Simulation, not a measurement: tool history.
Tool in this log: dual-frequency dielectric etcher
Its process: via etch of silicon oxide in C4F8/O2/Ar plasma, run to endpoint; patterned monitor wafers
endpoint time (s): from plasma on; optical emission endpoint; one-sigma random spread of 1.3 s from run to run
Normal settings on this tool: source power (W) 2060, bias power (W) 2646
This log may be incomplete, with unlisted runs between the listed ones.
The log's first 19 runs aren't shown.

| run | hour | source power (W) | bias power (W) | incoming incoming film thickness, nm | endpoint time (s) |
|---|---|---|---|---|---|
|  | 1341.7 | bias power generator calibrated |
| 20 | 1358.9 | 2060 | 2474 | 1566 | 271.1 |
| 21 | 1429 | 2060 | 2358 | 1576.4 | 275.9 |
| 22 | 1523.8 | 1550 | 3060 | 1563.8 | 287.4 |
| 23 | 1570.8 | 2060 | 2646 | 1578.9 | 263.6 |
| 24 | 1648.9 | 2380 | 3230 | 1563.9 | 226.7 |
| 25 | 1699.1 | 2060 | 2646 | 1593.6 | 264.8 |
| 26 | 1794.5 | 2060 | 2646 | 1566 | 259.8 |
| 27 | 1876 | 2060 | 2646 | 1551.5 | 256.5 |
|  | 1904 | wet clean of the chamber |
| 28 | 1934.2 | 2370 | 2212 | 1571 | 267.1 |
| 29 | 1986.2 | 2060 | 2646 | 1558.2 | 265.7 |
| 30 | 2051.6 | 1810 | 2088 | 1565 | 308.5 |
| 31 | 2090.4 | 2380 | 3036 | 1568.3 | 236.5 |
| 32 | 2168.5 | 2450 | 2257 | 1556.2 | 252.6 |
| 33 | 2257.1 | 2530 | 2164 | 1545.8 | 253.5 |
| 34 | 2301.5 | 1780 | 2264 | 1573.6 | 301.9 |
| 35 | 2387.5 | 2060 | 2255 | 1575 | 281.1 |

Alternative continuations, all from the tool just after run 35; predict every row:
| A | 2388 | 2060 | 2646 | 1555.8 | ? |
| B | 2388 | 1930 | 2024 | 1555.8 | ? |
| C | 2388 | 2350 | 2360 | 1555.8 | ? |
| D | 2388 | 1640 | 2646 | 1555.8 | ? |

| run | endpoint time (s) |
|---|---|
| A | 258.6 |
| B | 292.5 |
| C | 251.4 |
| D | 291.7 |
With the hidden condition removed and each run's random variation left untouched, the same runs would have given:
| run | endpoint time (s) |
|---|---|
| A | 264.3 |
| B | 299.1 |
| C | 257 |
| D | 298.1 |

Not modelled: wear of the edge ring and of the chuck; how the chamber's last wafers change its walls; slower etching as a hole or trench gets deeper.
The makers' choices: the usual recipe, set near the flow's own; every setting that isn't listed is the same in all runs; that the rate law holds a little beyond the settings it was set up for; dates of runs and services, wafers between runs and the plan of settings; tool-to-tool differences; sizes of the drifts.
